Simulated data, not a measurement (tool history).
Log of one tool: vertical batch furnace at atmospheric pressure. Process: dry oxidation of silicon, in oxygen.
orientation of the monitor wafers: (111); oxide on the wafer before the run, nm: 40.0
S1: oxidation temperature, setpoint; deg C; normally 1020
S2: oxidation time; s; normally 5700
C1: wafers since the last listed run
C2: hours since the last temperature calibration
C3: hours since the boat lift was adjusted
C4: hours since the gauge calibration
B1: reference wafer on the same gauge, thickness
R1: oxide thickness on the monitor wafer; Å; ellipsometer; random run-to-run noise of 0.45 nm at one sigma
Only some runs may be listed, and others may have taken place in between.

run     day    S1    S2   C1      C2      C3      C4      B1      R1
  1   0.000  1020  5700    0  2048.5  1472.7   327.0  123.06  1287.1
  2   3.538  1014  5700  689  2133.4  1557.6   411.9  123.05  1249.9
  3   6.950  1020  5700  665  2215.3  1639.5   493.8  123.00  1287.5
  4  10.408  1005  5700  674  2298.3  1722.5   576.8  123.02  1189.6
  5  13.046  1005  5700  514  2361.6  1785.8   640.1  123.02  1186.3
  6  16.346  1003  5700  643  2440.8  1865.0   719.3  122.95  1180.2
  7  19.879  1035  4350  688  2525.6  1949.8   804.1  122.99  1212.9
  8  23.129  1020  4350  633  2603.6  2027.8   882.1  123.03  1120.4
  9  27.354  1020  4350  823  2705.0  2129.2   983.5  123.10  1128.4
 10  30.375  1020  4350  588  2777.5  2201.7  1056.0  123.09  1130.3
 11  32.062  1020  5700  328  2818.0  2242.2  1096.5  123.05  1296.2
 12  34.371  1020  5700  450  2873.4  2297.6  1151.9  123.02  1294.3
     38.275  -- boat lift adjusted
 13  38.296  1020  5700  570  2967.6     0.5  1246.1  123.05  1291.9
 14  39.738  1020  5700  281  3002.2    35.1  1280.7  123.11  1288.3
     41.042  -- thermocouples replaced and temperature profile calibrated
 15  43.962  1020  5700  628    70.1   136.5  1382.1  123.07  1315.4
 16  47.283  1002  6540  647   149.8   216.2  1461.8  122.89  1279.8
 17  48.912  1020  3960  317   188.9   255.3  1500.9  122.99  1096.3
 18  52.258  1006  3840  652   269.2   335.6  1581.2  123.09  1007.7
     55.842  -- thermocouples replaced and temperature profile calibrated, repeated, since the last time left the tool worse
 19  55.862  1004  7080  507     0.5   422.1  1667.7  123.10  1310.1
 20  58.592  1011  4800  532    66.0   487.6  1733.2  122.95  1115.7
 21  62.179  1009  3150  699   152.1   573.7  1819.3  123.01   908.6
 22  64.879  1027  5700  526   216.9   638.5  1884.1  123.12  1323.0
 23  67.392   997  3780  489   277.2   698.8  1944.4  123.04   930.4
 24  70.379   997  3840  582   348.9   770.5  2016.1  123.02   937.1
     71.158  -- gauge calibrated
 25  74.475  1006  4020  798   447.2   868.8    79.6  123.00  1008.7
 26  76.592  1010  8460  412   498.0   919.6   130.4  123.09  1477.9
 27  78.612  1000  3390  393   546.5   968.1   178.9  122.96   896.1
 28  82.200  1020  5700  699   632.6  1054.2   265.0  123.03  1271.4
 29  84.354  1014  6570  419   684.3  1105.9   316.7  122.99  1328.9
 30  87.608  1020  5700  634   762.4  1184.0   394.8  123.12  1276.3
 31  90.517  1020  5700  566   832.2  1253.8   464.6  123.17  1271.0

List, for all runs, the conditions of the tool that the log does not record:
monitor wafer colder than the profiled boat position, K: 0 at every run
gauge reads high (%): 0 at every run
H1: true tube temperature minus thermocouple reading, K
run     H1
  1   2.89
  2   2.98
  3   3.07
  4   3.17
  5   3.24
  6   3.33
  7   3.42
  8   3.51
  9   3.62
 10   3.71
 11   3.75
 12   3.81
 13   3.92
 14   3.96
 15   6.19
 16   6.28
 17   6.32
 18   6.41
 19  0.212
 20  0.286
 21  0.382
 22  0.455
 23  0.523
 24  0.603
 25  0.713
 26   0.77
 27  0.825
 28  0.921
 29  0.979
 30   1.07
 31   1.15

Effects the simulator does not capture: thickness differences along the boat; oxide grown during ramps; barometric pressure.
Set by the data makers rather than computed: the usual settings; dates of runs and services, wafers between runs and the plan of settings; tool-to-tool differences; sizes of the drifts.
